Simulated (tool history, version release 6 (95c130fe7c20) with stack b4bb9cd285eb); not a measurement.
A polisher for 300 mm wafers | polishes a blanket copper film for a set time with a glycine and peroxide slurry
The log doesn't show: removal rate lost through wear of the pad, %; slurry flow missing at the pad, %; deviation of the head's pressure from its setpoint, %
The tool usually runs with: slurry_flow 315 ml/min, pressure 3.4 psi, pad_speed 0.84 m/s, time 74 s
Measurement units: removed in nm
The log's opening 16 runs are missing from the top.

run	hour	slurry_flow	pressure	pad_speed	time	wafers since the last listed run	wafers polished on this pad	hours since the slurry nozzle was cleaned	hours since the head pressure was calibrated	incoming thickness of the incoming film, nm	removed
17	1131.1	265	3.9	0.84	74	489	8541	443.6	1337.0	1874.3	531.8
# hour 1178.6: worn pad replaced by a new one
18	1223.2	315	3.4	0.84	74	1094	553	535.7	1429.1	1849.9	506.0
19	1398.9	315	3.4	0.84	74	2183	2737	711.4	1604.8	1840.1	520.0
# hour 1438.2: slurry nozzle cleaned
# hour 1438.4: head pressure recalibrated
20	1472.3	315	3.4	0.84	74	896	3634	34.1	33.9	1867.4	463.4
21	1531.7	235	3.4	0.84	83	738	4372	93.5	93.3	1860.8	510.3
22	1584.4	315	3.4	0.84	74	654	5027	146.2	146.0	1858.2	484.6
23	1626.1	375	3.4	0.96	50	518	5545	187.9	187.7	1873.9	366.3
24	1723.6	285	2.9	1.02	74	1211	6757	285.4	285.2	1860.5	499.2
25	1766.4	380	3.4	0.84	99	531	7289	328.2	328.0	1886.4	629.1
26	1831.4	410	3.4	0.60	57	807	8097	393.2	393.0	1832.1	284.6
27	1938.9	315	2.4	0.84	58	1336	9433	500.7	500.5	1863.7	301.4
# hour 1958.7: worn pad replaced by a new one
28	1991.7	415	3.4	0.84	74	606	409	553.5	553.3	1856.6	480.2
29	2091.5	215	3.4	0.84	74	1240	1650	653.3	653.1	1869.0	451.8

Forecast run 30:
# hour 2157.6: slurry nozzle cleaned
30	2174.5	285	2.9	0.64	96	1019	2669	16.9	736.1	1839.8	?

removed: 453.2 nm
Had the tool carried no hidden state, the very same run would have given removed 447.9 nm.
